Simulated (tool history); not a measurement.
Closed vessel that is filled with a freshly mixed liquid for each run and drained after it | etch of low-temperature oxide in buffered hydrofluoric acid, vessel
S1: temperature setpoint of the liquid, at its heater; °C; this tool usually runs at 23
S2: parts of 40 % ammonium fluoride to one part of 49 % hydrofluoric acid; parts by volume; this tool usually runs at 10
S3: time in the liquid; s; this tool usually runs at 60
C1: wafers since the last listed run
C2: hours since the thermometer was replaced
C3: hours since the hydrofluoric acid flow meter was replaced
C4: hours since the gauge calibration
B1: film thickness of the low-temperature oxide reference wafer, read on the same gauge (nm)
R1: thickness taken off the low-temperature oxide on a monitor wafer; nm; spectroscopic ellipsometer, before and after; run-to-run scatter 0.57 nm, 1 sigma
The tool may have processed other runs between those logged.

run	hour	S1	S2	S3	C1	C2	C3	C4	B1	R1
1	0	23	10	60	0	1341.4	1297.4	86.5	139.99	107.62
2	27.4	23	10	60	1726	1368.8	1324.8	113.9	140	108.15
3	43.2	23	10	60	995	1384.6	1340.6	129.7	140.01	107.81
4	95	23	10	60	3263	1436.4	1392.4	181.5	139.99	106.61
5	128.7	23	10	60	2122	1470.1	1426.1	215.2	139.99	106.7
6	161.5	23	10	60	2066	1502.9	1458.9	248	139.98	106.89
# hour 169.3: thermometer replaced
7	174.6	23	11.5	35	762	5.3	1472	261.1	139.99	61.9
# hour 178.8: gauge calibrated
8	208.1	26.5	10	40	2110	38.8	1505.5	29.3	139.99	97.5
9	238.7	26.5	10	40	1927	69.4	1536.1	59.9	140.01	97.28
10	258.6	23	10	60	1253	89.3	1556	79.8	140	120.88
# hour 274.9: hydrofluoric acid flow meter replaced
11	284	23	10	60	1537	114.7	9.1	105.2	139.99	121.57
12	302.2	23	10	90	1146	132.9	27.3	123.4	140.01	179.96
13	332.5	26.5	10	40	1908	163.2	57.6	153.7	139.99	96.82
14	351.6	27	7	60	1203	182.3	76.7	172.8	140.01	209.01
15	383.7	23	10	60	2022	214.4	108.8	204.9	140.01	118.99
16	406.1	23	10	60	1411	236.8	131.2	227.3	139.99	119.22
17	420.3	20.5	10	45	894	251	145.4	241.5	140	78.16
18	434.1	23	10	60	869	264.8	159.2	255.3	139.99	119.32
# hour 446.2: gauge calibrated
19	449.5	18.5	10	75	970	280.2	174.6	3.3	140	114.73
20	477.4	23	6	45	1757	308.1	202.5	31.2	140.03	141.78
21	495.3	23	10	35	1127	326	220.4	49.1	139.98	68.67
22	515.5	25	14	80	1272	346.2	240.6	69.3	139.99	126.02

Forecast each of these 3 alternatives for the next run:
A	516.2	19.5	10	60	44	346.9	241.3	70	?	?
B	516.2	18.5	10	60	44	346.9	241.3	70	?	?
C	516.2	23	11.5	60	44	346.9	241.3	70	?	?

run	B1	R1
A	140	96.58
B	140	91.26
C	140	102.44
What these runs would have given with no unlogged condition in the tool:
run	R1
A	100.01
B	94.53
C	106

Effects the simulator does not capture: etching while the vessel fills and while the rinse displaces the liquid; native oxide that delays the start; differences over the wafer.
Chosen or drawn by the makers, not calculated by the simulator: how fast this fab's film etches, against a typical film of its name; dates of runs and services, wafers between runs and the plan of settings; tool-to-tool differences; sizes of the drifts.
